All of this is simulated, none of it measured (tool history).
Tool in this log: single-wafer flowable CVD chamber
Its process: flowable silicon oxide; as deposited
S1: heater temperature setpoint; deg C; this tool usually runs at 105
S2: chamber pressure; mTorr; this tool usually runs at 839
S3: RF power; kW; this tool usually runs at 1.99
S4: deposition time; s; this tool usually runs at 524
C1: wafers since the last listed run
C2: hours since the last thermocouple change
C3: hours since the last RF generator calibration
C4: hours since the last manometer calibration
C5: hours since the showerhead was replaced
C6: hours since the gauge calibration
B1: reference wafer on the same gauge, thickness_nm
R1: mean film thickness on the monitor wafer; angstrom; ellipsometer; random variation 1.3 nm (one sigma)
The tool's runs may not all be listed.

| run | hour | S1 | S2 | S3 | S4 | C1 | C2 | C3 | C4 | C5 | C6 | B1 | R1 |
|---|---|---|---|---|---|---|---|---|---|---|---|---|---|
| 1 | 0 | 105 | 839 | 1.99 | 524 | 0 | 1016.6 | 1060.4 | 1264.8 | 3620.3 | 144.2 | 241.031 | 2864.2 |
| 2 | 34.6 | 105 | 939 | 1.99 | 524 | 79 | 1051.2 | 1095 | 1299.4 | 3654.9 | 178.8 | 240.626 | 3156.77 |
| 3 | 50.7 | 105 | 939 | 1.99 | 524 | 36 | 1067.3 | 1111.1 | 1315.5 | 3671 | 194.9 | 240.817 | 3151.63 |
| 4 | 78.1 | 105 | 839 | 1.91 | 524 | 62 | 1094.7 | 1138.5 | 1342.9 | 3698.4 | 222.3 | 240.383 | 2847.85 |
| 5 | 102.7 | 105 | 839 | 1.91 | 524 | 56 | 1119.3 | 1163.1 | 1367.5 | 3723 | 246.9 | 239.936 | 2840.09 |
| 6 | 118.6 | 105 | 839 | 1.91 | 524 | 36 | 1135.2 | 1179 | 1383.4 | 3738.9 | 262.8 | 239.863 | 2821.77 |
| 7 | 133.1 | 105 | 839 | 2.145 | 524 | 33 | 1149.7 | 1193.5 | 1397.9 | 3753.4 | 277.3 | 239.99 | 2897.36 |
| 8 | 156.1 | 105 | 839 | 2.145 | 524 | 52 | 1172.7 | 1216.5 | 1420.9 | 3776.4 | 300.3 | 239.278 | 2893.52 |
| 9 | 176.8 | 105 | 839 | 2.145 | 524 | 47 | 1193.4 | 1237.2 | 1441.6 | 3797.1 | 321 | 239.251 | 2888.08 |
|  | 197.5 | RF generator calibrated |
| 10 | 198 | 105 | 839 | 1.99 | 524 | 30 | 1214.6 | 0.5 | 1462.8 | 3818.3 | 342.2 | 239.237 | 2846.82 |
|  | 209.3 | gauge calibrated |
| 11 | 211.9 | 105 | 839 | 1.775 | 524 | 31 | 1228.5 | 14.4 | 1476.7 | 3832.2 | 2.6 | 243.179 | 2860.57 |
| 12 | 233.2 | 105 | 839 | 1.99 | 578 | 48 | 1249.8 | 35.7 | 1498 | 3853.5 | 23.9 | 242.632 | 3197.15 |
|  | 280.4 | thermocouple changed; heater temperature recalibrated |
| 13 | 282.9 | 105 | 1046 | 1.99 | 449 | 95 | 2.5 | 85.4 | 1547.7 | 3903.2 | 73.6 | 242.45 | 2937.65 |
| 14 | 302.4 | 105 | 675 | 1.99 | 524 | 44 | 22 | 104.9 | 1567.2 | 3922.7 | 93.1 | 241.904 | 2450.04 |
| 15 | 326.5 | 105 | 839 | 1.99 | 524 | 55 | 46.1 | 129 | 1591.3 | 3946.8 | 117.2 | 241.789 | 2906.28 |
| 16 | 343.7 | 105 | 903 | 1.99 | 524 | 39 | 63.3 | 146.2 | 1608.5 | 3964 | 134.4 | 241.982 | 3060.14 |
|  | 373.9 | capacitance manometer re-zeroed and calibrated |
| 17 | 375.9 | 105 | 839 | 1.685 | 553 | 55 | 95.5 | 178.4 | 2 | 3996.2 | 166.6 | 241.558 | 2940.35 |
| 18 | 397.2 | 105 | 839 | 1.99 | 524 | 48 | 116.8 | 199.7 | 23.3 | 4017.5 | 187.9 | 241.393 | 2889.95 |
|  | 411.3 | showerhead replaced |
| 19 | 414.5 | 105 | 839 | 2.22 | 426 | 21 | 134.1 | 217 | 40.6 | 3.2 | 205.2 | 241.349 | 2366.18 |
| 20 | 434.8 | 105 | 839 | 1.99 | 524 | 46 | 154.4 | 237.3 | 60.9 | 23.5 | 225.5 | 241.148 | 2872.07 |
| 21 | 492.6 | 105 | 771 | 2.175 | 558 | 132 | 212.2 | 295.1 | 118.7 | 81.3 | 283.3 | 240.231 | 2889.95 |

Run 22, settings as shown, results not yet in. Your forecast:
| 22 | 516.3 | 105 | 839 | 1.595 | 524 | 54 | 235.9 | 318.8 | 142.4 | 105 | 307 | ? | ? |

{"run 22": {"B1": 239.949, "R1": 2729.78}}
Minus the tool's unlogged condition, the same run would have read R1 2762.51 angstrom.

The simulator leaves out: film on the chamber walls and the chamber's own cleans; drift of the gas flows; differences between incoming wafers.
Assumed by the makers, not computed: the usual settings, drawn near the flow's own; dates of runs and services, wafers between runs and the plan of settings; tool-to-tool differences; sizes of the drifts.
